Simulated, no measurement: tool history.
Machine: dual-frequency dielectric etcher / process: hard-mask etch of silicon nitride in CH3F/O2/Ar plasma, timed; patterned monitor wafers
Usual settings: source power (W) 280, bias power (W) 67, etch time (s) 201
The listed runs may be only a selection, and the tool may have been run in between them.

| run | hour | source power (W) | bias power (W) | etch time (s) | read-back reference wafer on the same gauge, depth_nm | mean etch depth across the wafer (angstrom) |
|---|---|---|---|---|---|---|
| 1 | 0 | 280 | 73 | 201 | 125.1 | 1269 |
| 2 | 16.8 | 280 | 73 | 201 | 124.9 | 1277 |
| 3 | 34.3 | 280 | 67 | 244 | 125.1 | 1472 |
| 4 | 41.6 | 280 | 67 | 244 | 125 | 1467 |
|  | 53.4 | bias power generator calibrated |
| 5 | 73.1 | 280 | 67 | 244 | 125 | 1474 |
| 6 | 86.5 | 280 | 67 | 201 | 125 | 1209 |
|  | 127.3 | upper electrode replaced |
| 7 | 127.8 | 280 | 67 | 201 | 124.9 | 1214 |
| 8 | 128.2 | 280 | 67 | 201 | 124.9 | 1207 |
| 9 | 128.5 | 320 | 67 | 243.5 | 125 | 1557 |
| 10 | 137.3 | 220 | 67 | 225 | 125 | 1213 |
| 11 | 153.1 | 310 | 60 | 218 | 124.9 | 1286 |
| 12 | 162.3 | 280 | 67 | 201 | 125.1 | 1213 |
| 13 | 177 | 280 | 67 | 201 | 124.9 | 1217 |
| 14 | 191 | 280 | 79 | 247 | 125 | 1609 |
| 15 | 204.9 | 280 | 76 | 232 | 125 | 1492 |
|  | 230.5 | wet clean of the chamber |
| 16 | 231 | 280 | 67 | 244 | 125 | 1471 |
| 17 | 231.4 | 280 | 67 | 201 | 125 | 1199 |
| 18 | 234.7 | 340 | 57 | 157 | 125 | 947 |
| 19 | 243.6 | 280 | 67 | 201 | 125 | 1215 |
| 20 | 261.1 | 280 | 56 | 201 | 125 | 1092 |
|  | 284.4 | gauge calibrated |
| 21 | 288 | 280 | 53 | 201 | 125.1 | 1067 |
| 22 | 304.4 | 280 | 67 | 201 | 125 | 1212 |
| 23 | 311.2 | 230 | 56 | 201 | 125.1 | 1014 |
| 24 | 325.2 | 230 | 67 | 201 | 125 | 1119 |
|  | 339.9 | source power generator calibrated |
| 25 | 344.7 | 330 | 74 | 233 | 125 | 1578 |
| 26 | 389.7 | 300 | 77 | 249 | 124.9 | 1669 |
| 27 | 401.5 | 240 | 75 | 179.5 | 125 | 1068 |
| 28 | 416 | 280 | 67 | 201 | 124.9 | 1223 |
| 29 | 423.3 | 280 | 67 | 201 | 124.9 | 1213 |
| 30 | 430.9 | 340 | 58 | 201 | 125 | 1225 |
| 31 | 476.5 | 280 | 75 | 201 | 125 | 1276 |

For each run, what was the tool's unlogged condition?
etch rate over this chamber's usual, %: 0, the same for each run
source power that arrives over what is set, %: 0, the same for each run
bias power that arrives over what is set, %: 0, the same for each run
gauge reads high (%): 0, the same for each run
